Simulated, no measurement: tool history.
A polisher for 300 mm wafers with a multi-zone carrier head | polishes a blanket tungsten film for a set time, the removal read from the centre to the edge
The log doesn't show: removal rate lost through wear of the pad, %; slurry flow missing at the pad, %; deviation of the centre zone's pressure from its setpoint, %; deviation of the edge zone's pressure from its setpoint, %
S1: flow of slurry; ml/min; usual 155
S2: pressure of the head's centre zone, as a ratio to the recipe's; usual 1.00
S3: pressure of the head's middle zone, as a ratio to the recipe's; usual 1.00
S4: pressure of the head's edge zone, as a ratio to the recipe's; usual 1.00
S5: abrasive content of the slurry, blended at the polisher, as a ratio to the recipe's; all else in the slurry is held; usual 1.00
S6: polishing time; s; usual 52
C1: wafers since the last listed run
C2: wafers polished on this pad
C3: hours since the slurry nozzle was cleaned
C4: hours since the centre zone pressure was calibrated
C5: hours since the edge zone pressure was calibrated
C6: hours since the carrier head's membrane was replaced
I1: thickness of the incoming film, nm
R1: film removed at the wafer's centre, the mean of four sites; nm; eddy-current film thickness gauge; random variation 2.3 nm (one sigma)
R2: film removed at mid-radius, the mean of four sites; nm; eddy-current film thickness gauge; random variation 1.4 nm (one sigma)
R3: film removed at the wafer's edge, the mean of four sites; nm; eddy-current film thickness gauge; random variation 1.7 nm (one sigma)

run	hour	S1	S2	S3	S4	S5	S6	C1	C2	C3	C4	C5	C6	I1	R1	R2	R3
1	0.0	155	1.00	1.00	1.00	1.00	52	0	1665	206.9	24.7	340.2	1361.4	1046.6	175.5	183.4	187.8
2	46.8	155	1.00	1.00	1.00	1.00	52	368	2033	253.7	71.5	387.0	1408.2	1040.4	168.9	180.6	190.2
3	71.6	155	1.00	1.00	1.00	1.00	52	195	2228	278.5	96.3	411.8	1433.0	1031.7	171.3	184.0	189.5
# hour 102.8: worn pad replaced by a new one
4	133.2	155	1.00	1.00	1.00	1.00	44	452	239	340.1	157.9	473.4	1494.6	1034.9	142.5	153.8	158.3
5	160.1	155	1.00	1.00	1.00	1.00	44	211	450	367.0	184.8	500.3	1521.5	1012.4	140.5	154.6	158.5
6	205.7	155	1.00	1.00	1.00	1.00	44	358	809	412.6	230.4	545.9	1567.1	1038.5	136.8	152.3	161.4
7	230.2	155	1.00	1.00	1.00	1.00	52	192	1001	437.1	254.9	570.4	1591.6	1034.3	167.1	183.3	190.2
8	274.8	155	1.00	1.00	1.00	1.00	52	350	1352	481.7	299.5	615.0	1636.2	1038.8	163.9	183.7	190.2
9	300.0	155	1.00	1.00	1.00	1.00	52	198	1550	506.9	324.7	640.2	1661.4	1044.5	160.1	184.0	187.9
# hour 353.1: centre zone pressure recalibrated
10	353.6	155	1.00	1.07	1.00	0.80	52	405	1956	560.5	0.5	693.8	1715.0	1023.5	173.8	191.9	182.4
# hour 381.1: worn pad replaced by a new one
# hour 382.3: edge zone pressure recalibrated
11	401.3	155	1.10	1.00	1.00	1.00	70	334	149	608.2	48.2	19.0	1762.7	1038.5	254.5	247.0	249.9
# hour 404.2: slurry nozzle cleaned
12	459.9	155	0.96	1.00	1.00	1.00	58	452	602	55.7	106.8	77.6	1821.3	1023.1	177.6	204.6	212.3
13	491.6	155	1.00	1.00	1.03	1.00	35	249	851	87.4	138.5	109.3	1853.0	1024.1	112.2	124.9	129.6
14	556.1	155	1.00	1.00	1.00	1.00	52	507	1359	151.9	203.0	173.8	1917.5	1030.5	167.8	182.0	189.3
# hour 574.5: carrier head's membrane replaced by a new one
15	607.5	155	1.00	1.00	1.00	1.00	56	364	1724	203.3	254.4	225.2	33.0	1010.9	171.0	198.0	204.0
16	676.0	155	1.00	1.00	1.00	1.00	52	538	2262	271.8	322.9	293.7	101.5	1037.5	160.2	182.4	187.8
# hour 705.4: worn pad replaced by a new one
# hour 728.5: centre zone pressure recalibrated
17	740.8	155	1.00	1.00	1.00	1.15	52	462	262	336.6	12.3	358.5	166.3	1043.6	184.7	187.2	194.7
18	768.2	155	1.00	1.00	1.09	1.00	38	215	478	364.0	39.7	385.9	193.7	1023.7	129.2	134.4	142.2
19	817.5	155	1.00	1.00	1.11	1.00	52	387	865	413.3	89.0	435.2	243.0	1047.5	170.1	181.7	199.3
20	847.5	155	0.93	0.93	0.91	1.00	52	235	1101	443.3	119.0	465.2	273.0	1037.2	154.4	172.6	180.7
21	903.2	130	1.00	1.00	1.00	1.00	52	438	1539	499.0	174.7	520.9	328.7	1050.6	157.9	177.7	186.0
# hour 985.7: slurry nozzle cleaned
# hour 1001.0: worn pad replaced by a new one
# hour 1117.3: centre zone pressure recalibrated
22	1117.8	155	0.89	1.00	1.00	1.00	52	1632	902	132.1	0.5	735.5	543.3	1039.8	166.4	183.8	189.2

How the hidden state differs across the entries between the runs, from the last listed run before each to the first after it:
Between runs 3 and 4: worn pad replaced by a new one (hour 102.8)
  deviation of the centre zone's pressure from its setpoint, %: -7.58 -> -9.63
  measured less the result without the state, R1: -14.2 -> -15.3 nm
Between runs 9 and 10: centre zone pressure recalibrated (hour 353.1)
  deviation of the centre zone's pressure from its setpoint, %: -11.8 -> -2.15
  measured less the result without the state, R1: -21.6 -> -3.9 nm
Between runs 10 and 11: worn pad replaced by a new one (hour 381.1); edge zone pressure recalibrated (hour 382.3)
  deviation of the centre zone's pressure from its setpoint, %: -2.15 -> -6.05
  measured less the result without the state, R1: -3.9 -> -16.3 nm
Between runs 11 and 12: slurry nozzle cleaned (hour 404.2)
  deviation of the centre zone's pressure from its setpoint, %: -6.05 -> -9.07
  measured less the result without the state, R1: -16.3 -> -18.0 nm
Between runs 14 and 15: carrier head's membrane replaced by a new one (hour 574.5)
  deviation of the centre zone's pressure from its setpoint, %: -11.6 -> -12.3
  measured less the result without the state, R1: -22.3 -> -24.2 nm
Between runs 16 and 17: worn pad replaced by a new one (hour 705.4); centre zone pressure recalibrated (hour 728.5)
  deviation of the centre zone's pressure from its setpoint, %: -12.9 -> -2.68
  measured less the result without the state, R1: -23.9 -> -5.2 nm
Between runs 21 and 22: slurry nozzle cleaned (hour 985.7); worn pad replaced by a new one (hour 1001.0); centre zone pressure recalibrated (hour 1117.3)
  deviation of the centre zone's pressure from its setpoint, %: -10.5 -> -0.032
  measured less the result without the state, R1: -18.7 -> -0.1 nm

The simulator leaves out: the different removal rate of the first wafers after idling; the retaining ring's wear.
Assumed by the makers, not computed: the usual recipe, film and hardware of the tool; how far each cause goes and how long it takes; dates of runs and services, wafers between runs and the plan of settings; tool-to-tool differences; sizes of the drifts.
